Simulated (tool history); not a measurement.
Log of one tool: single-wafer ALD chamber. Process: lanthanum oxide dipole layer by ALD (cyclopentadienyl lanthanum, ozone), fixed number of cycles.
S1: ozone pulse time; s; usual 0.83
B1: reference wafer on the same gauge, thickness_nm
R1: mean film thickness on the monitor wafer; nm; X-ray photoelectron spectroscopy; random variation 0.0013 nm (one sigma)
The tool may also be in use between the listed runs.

| run | hour | S1 | B1 | R1 |
|---|---|---|---|---|
| 1 | 0 | 0.83 | 0.536 | 0.461 |
| 2 | 12.1 | 0.83 | 0.536 | 0.458 |
| 3 | 29.3 | 0.83 | 0.536 | 0.46 |
| 4 | 50.6 | 0.83 | 0.536 | 0.458 |
| 5 | 75 | 0.83 | 0.536 | 0.459 |
| 6 | 103.3 | 0.83 | 0.536 | 0.457 |
| 7 | 137.5 | 0.83 | 0.536 | 0.456 |
|  | 138.8 | gauge calibrated |
|  | 194.1 | thermocouple changed; heater temperature recalibrated |
|  | 233.9 | showerhead replaced |
|  | 237 | ozone generator serviced |
| 8 | 237.5 | 0.59 | 0.536 | 0.458 |
| 9 | 250.3 | 0.83 | 0.536 | 0.502 |
| 10 | 274.6 | 1.15 | 0.536 | 0.544 |
| 11 | 288.2 | 1.1 | 0.536 | 0.539 |
| 12 | 301.3 | 0.99 | 0.536 | 0.525 |
| 13 | 333.4 | 0.83 | 0.535 | 0.502 |
| 14 | 347.3 | 0.96 | 0.536 | 0.522 |
| 15 | 361.8 | 0.51 | 0.536 | 0.433 |
| 16 | 393 | 1.06 | 0.537 | 0.531 |
| 17 | 419.1 | 1.1 | 0.536 | 0.538 |
| 18 | 431.1 | 0.54 | 0.536 | 0.439 |
|  | 437.4 | gauge calibrated |
| 19 | 450 | 0.52 | 0.536 | 0.433 |

3 ways to go on from here, each from the tool as it stands after run 19. What would each give?
| A | 450.4 | 0.83 | ? | ? |
| B | 450.4 | 1.13 | ? | ? |
| C | 450.4 | 0.64 | ? | ? |

| run | B1 | R1 |
|---|---|---|
| A | 0.536 | 0.497 |
| B | 0.536 | 0.538 |
| C | 0.536 | 0.46 |
Without the tool's hidden state the same runs would have given:
| run | R1 |
|---|---|
| A | 0.505 |
| B | 0.545 |
| C | 0.469 |

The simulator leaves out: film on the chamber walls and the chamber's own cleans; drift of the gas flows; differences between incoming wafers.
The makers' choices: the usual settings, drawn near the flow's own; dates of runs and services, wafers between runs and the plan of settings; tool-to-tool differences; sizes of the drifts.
